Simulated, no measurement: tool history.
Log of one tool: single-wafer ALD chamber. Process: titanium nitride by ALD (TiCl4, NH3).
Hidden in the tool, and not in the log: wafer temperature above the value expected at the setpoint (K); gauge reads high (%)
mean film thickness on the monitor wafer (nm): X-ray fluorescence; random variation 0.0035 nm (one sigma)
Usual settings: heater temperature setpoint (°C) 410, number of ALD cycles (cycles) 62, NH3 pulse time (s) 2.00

| run | hour | heater temperature setpoint (°C) | number of ALD cycles (cycles) | NH3 pulse time (s) | wafers since the last listed run | hours since the last thermocouple change | hours since the showerhead was replaced | hours since the gauge calibration | read-back reference wafer on the same gauge, thickness_nm | mean film thickness on the monitor wafer (nm) |
|---|---|---|---|---|---|---|---|---|---|---|
| 1 | 0.0 | 410 | 62 | 2.00 | 0 | 1812.6 | 2645.7 | 224.0 | 1.436 | 1.377 |
| 2 | 15.7 | 410 | 62 | 2.00 | 38 | 1828.3 | 2661.4 | 239.7 | 1.436 | 1.369 |
| 3 | 23.3 | 410 | 62 | 2.00 | 18 | 1835.9 | 2669.0 | 247.3 | 1.435 | 1.373 |
| 4 | 41.0 | 405 | 62 | 2.00 | 43 | 1853.6 | 2686.7 | 265.0 | 1.434 | 1.377 |
| 5 | 57.4 | 405 | 62 | 2.00 | 40 | 1870.0 | 2703.1 | 281.4 | 1.433 | 1.370 |
| 6 | 71.1 | 420 | 62 | 2.00 | 33 | 1883.7 | 2716.8 | 295.1 | 1.432 | 1.376 |
| 7 | 84.7 | 420 | 62 | 2.00 | 33 | 1897.3 | 2730.4 | 308.7 | 1.431 | 1.374 |
| 8 | 91.0 | 420 | 62 | 2.00 | 15 | 1903.6 | 2736.7 | 315.0 | 1.431 | 1.376 |
| 9 | 100.9 | 406 | 62 | 2.00 | 24 | 1913.5 | 2746.6 | 324.9 | 1.430 | 1.372 |
| 10 | 108.0 | 406 | 62 | 2.00 | 17 | 1920.6 | 2753.7 | 332.0 | 1.431 | 1.367 |
|  | 109.0 | gauge calibrated |
| 11 | 121.8 | 406 | 62 | 2.00 | 33 | 1934.4 | 2767.5 | 12.8 | 1.449 | 1.381 |
| 12 | 137.1 | 410 | 62 | 2.00 | 37 | 1949.7 | 2782.8 | 28.1 | 1.449 | 1.394 |
| 13 | 149.2 | 422 | 58 | 2.63 | 29 | 1961.8 | 2794.9 | 40.2 | 1.448 | 1.311 |
|  | 166.3 | thermocouple changed; heater temperature recalibrated |
| 14 | 167.1 | 422 | 62 | 1.40 | 24 | 0.8 | 2812.8 | 58.1 | 1.447 | 1.374 |
| 15 | 173.4 | 416 | 68 | 1.78 | 15 | 7.1 | 2819.1 | 64.4 | 1.447 | 1.513 |
| 16 | 183.4 | 410 | 62 | 2.00 | 24 | 17.1 | 2829.1 | 74.4 | 1.447 | 1.380 |
| 17 | 198.7 | 397 | 62 | 1.66 | 37 | 32.4 | 2844.4 | 89.7 | 1.445 | 1.365 |
|  | 238.4 | showerhead replaced |
| 18 | 246.7 | 420 | 62 | 2.00 | 97 | 80.4 | 8.3 | 137.7 | 1.442 | 1.386 |
| 19 | 256.8 | 419 | 59 | 2.00 | 24 | 90.5 | 18.4 | 147.8 | 1.442 | 1.323 |
| 20 | 266.1 | 396 | 62 | 2.60 | 22 | 99.8 | 27.7 | 157.1 | 1.441 | 1.386 |
| 21 | 278.4 | 410 | 62 | 2.00 | 30 | 112.1 | 40.0 | 169.4 | 1.441 | 1.383 |
| 22 | 287.9 | 410 | 69 | 1.43 | 23 | 121.6 | 49.5 | 178.9 | 1.439 | 1.512 |
| 23 | 296.3 | 419 | 62 | 2.00 | 20 | 130.0 | 57.9 | 187.3 | 1.439 | 1.385 |
| 24 | 313.8 | 410 | 62 | 2.00 | 42 | 147.5 | 75.4 | 204.8 | 1.438 | 1.376 |

What the log doesn't show, run by run:
wafer temperature above the value expected at the setpoint (K): 0 in every run
H1: gauge reads high (%)
| run | H1 |
|---|---|
| 1 | -0.93 |
| 2 | -0.993 |
| 3 | -1.02 |
| 4 | -1.09 |
| 5 | -1.16 |
| 6 | -1.21 |
| 7 | -1.27 |
| 8 | -1.29 |
| 9 | -1.33 |
| 10 | -1.36 |
| 11 | -0.0197 |
| 12 | -0.0809 |
| 13 | -0.129 |
| 14 | -0.201 |
| 15 | -0.226 |
| 16 | -0.266 |
| 17 | -0.327 |
| 18 | -0.519 |
| 19 | -0.56 |
| 20 | -0.597 |
| 21 | -0.646 |
| 22 | -0.684 |
| 23 | -0.718 |
| 24 | -0.788 |
